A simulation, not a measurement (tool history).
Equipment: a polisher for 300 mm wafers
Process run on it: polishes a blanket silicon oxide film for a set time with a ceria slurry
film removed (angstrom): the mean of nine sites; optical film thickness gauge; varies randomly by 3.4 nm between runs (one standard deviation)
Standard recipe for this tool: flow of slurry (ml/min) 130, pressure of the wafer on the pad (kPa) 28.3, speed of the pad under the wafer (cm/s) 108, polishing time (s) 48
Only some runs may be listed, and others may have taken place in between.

run   hour  flow of slurry (ml/min)  pressure of the wafer on the pad (kPa)  speed of the pad under the wafer (cm/s)  polishing time (s)  wafers since the last listed run  wafers polished on this pad  hours since the slurry nozzle was cleaned  hours since the head pressure was calibrated  incoming thickness of the incoming film, nm  film removed (angstrom)
  1      0                      105                                    28.3                                      108                  48                                 0                          515                                      580.6                                         456.5                                        837.7                     2193
  2   26.3                      105                                    28.3                                      108                  48                               198                          713                                      606.9                                         482.8                                        840.7                     2149
  3   54.9                      105                                    28.3                                      108                  48                               215                          928                                      635.5                                         511.4                                        848.1                     2002
      71.3  -- worn pad replaced by a new one
  4   72.2                      130                                    28.3                                      108                  48                               100                            7                                      652.8                                         528.7                                          847                     2417
  5  106.4                      130                                    28.3                                      108                  48                               257                          264                                        687                                         562.9                                        848.4                     2414
  6  141.7                      130                                    28.3                                      108                  48                               265                          530                                      722.3                                         598.2                                        853.8                     2287
  7  166.4                      130                                    28.3                                      108                  48                               186                          716                                        747                                         622.9                                        835.8                     2261
  8  183.8                      130                                    35.9                                      108                  48                               131                          847                                      764.4                                         640.3                                        823.4                     2808
     197.7  -- worn pad replaced by a new one
  9  205.9                      130                                    35.9                                      108                  48                               136                           62                                      786.5                                         662.4                                        830.9                     2993
 10  240.3                      130                                    28.3                                      108                  44                               259                          321                                      820.9                                         696.8                                        834.6                     2233
 11  272.4                      130                                    28.3                                      108                  44                               241                          562                                        853                                         728.9                                          844                     2157
 12  284.9                      130                                    28.3                                      108                  44                                94                          657                                      865.5                                         741.4                                        838.8                     2094
 13  297.8                      130                                    28.3                                      108                  48                                97                          754                                      878.4                                         754.3                                        832.9                     2270
     316.5  -- head pressure recalibrated
 14    317                      130                                    28.3                                      108                  48                               129                          883                                      897.6                                           0.5                                        836.8                     2094
       324  -- slurry nozzle cleaned
     327.4  -- worn pad replaced by a new one
 15  341.3                      145                                    31.7                                      128                  48                               149                          104                                       17.3                                          24.8                                        848.8                     3245
 16  371.3                      130                                    28.3                                       86                  48                               225                          330                                       47.3                                          54.8                                        841.2                     1923
 17  403.8                      145                                    33.1                                      108                  48                               244                          575                                       79.8                                          87.3                                        826.1                     2686
 18    419                      130                                    28.3                                      108                  48                               114                          689                                         95                                         102.5                                        837.9                     2195
 19  437.8                       85                                    33.8                                      142                  35                               141                          831                                      113.8                                         121.3                                        838.7                     2144
     449.2  -- worn pad replaced by a new one
 20  473.2                      165                                    24.8                                       86                  48                               236                          180                                      149.2                                         156.7                                        840.9                     1782
 21  496.7                       90                                    28.3                                      108                  61                               177                          358                                      172.7                                         180.2                                        836.4                     2742
 22  521.9                      130                                    28.3                                       92                  48                               189                          547                                      197.9                                         205.4                                        834.6                     1984
 23  534.9                      165                                    28.3                                      124                  39                                97                          645                                      210.9                                         218.4                                        843.5                     2176
 24  568.1                      130                                    28.3                                      108                  48                               250                          895                                      244.1                                         251.6                                        849.3                     2149
     584.2  -- worn pad replaced by a new one
 25  593.3                      170                                    28.3                                      108                  33                               159                           68                                      269.3                                         276.8                                        851.5                     1741
 26  613.8                      115                                    37.2                                      108                  48                               154                          223                                      289.8                                         297.3                                        827.8                     2971
 27  629.3                      130                                    28.3                                      108                  48                               116                          340                                      305.3                                         312.8                                        842.4                     2390

For each entry between runs, how does the tool's hidden state at the last listed run before it compare with that at the first listed run after it?
Between runs 3 and 4: worn pad replaced by a new one (hour 71.3)
  removal rate lost through wear of the pad, %: 13 -> 0.862
  measured minus no-state result, film removed (angstrom): -301 -> -21
Between runs 8 and 9: worn pad replaced by a new one (hour 197.7)
  removal rate lost through wear of the pad, %: 10.5 -> 0.604
  measured minus no-state result, film removed (angstrom): -327 -> -19
Between runs 13 and 14: head pressure recalibrated (hour 316.5)
  removal rate lost through wear of the pad, %: 8.15 -> 11.3
  measured minus no-state result, film removed (angstrom): -201 -> -268
Between runs 14 and 15: slurry nozzle cleaned (hour 324); worn pad replaced by a new one (hour 327.4)
  removal rate lost through wear of the pad, %: 11.3 -> 1.38
  measured minus no-state result, film removed (angstrom): -268 -> -45
Between runs 19 and 20: worn pad replaced by a new one (hour 449.2)
  removal rate lost through wear of the pad, %: 10.5 -> 2.34
  measured minus no-state result, film removed (angstrom): -251 -> -43
Between runs 24 and 25: worn pad replaced by a new one (hour 584.2)
  removal rate lost through wear of the pad, %: 12.6 -> 0.923
  measured minus no-state result, film removed (angstrom): -311 -> -16
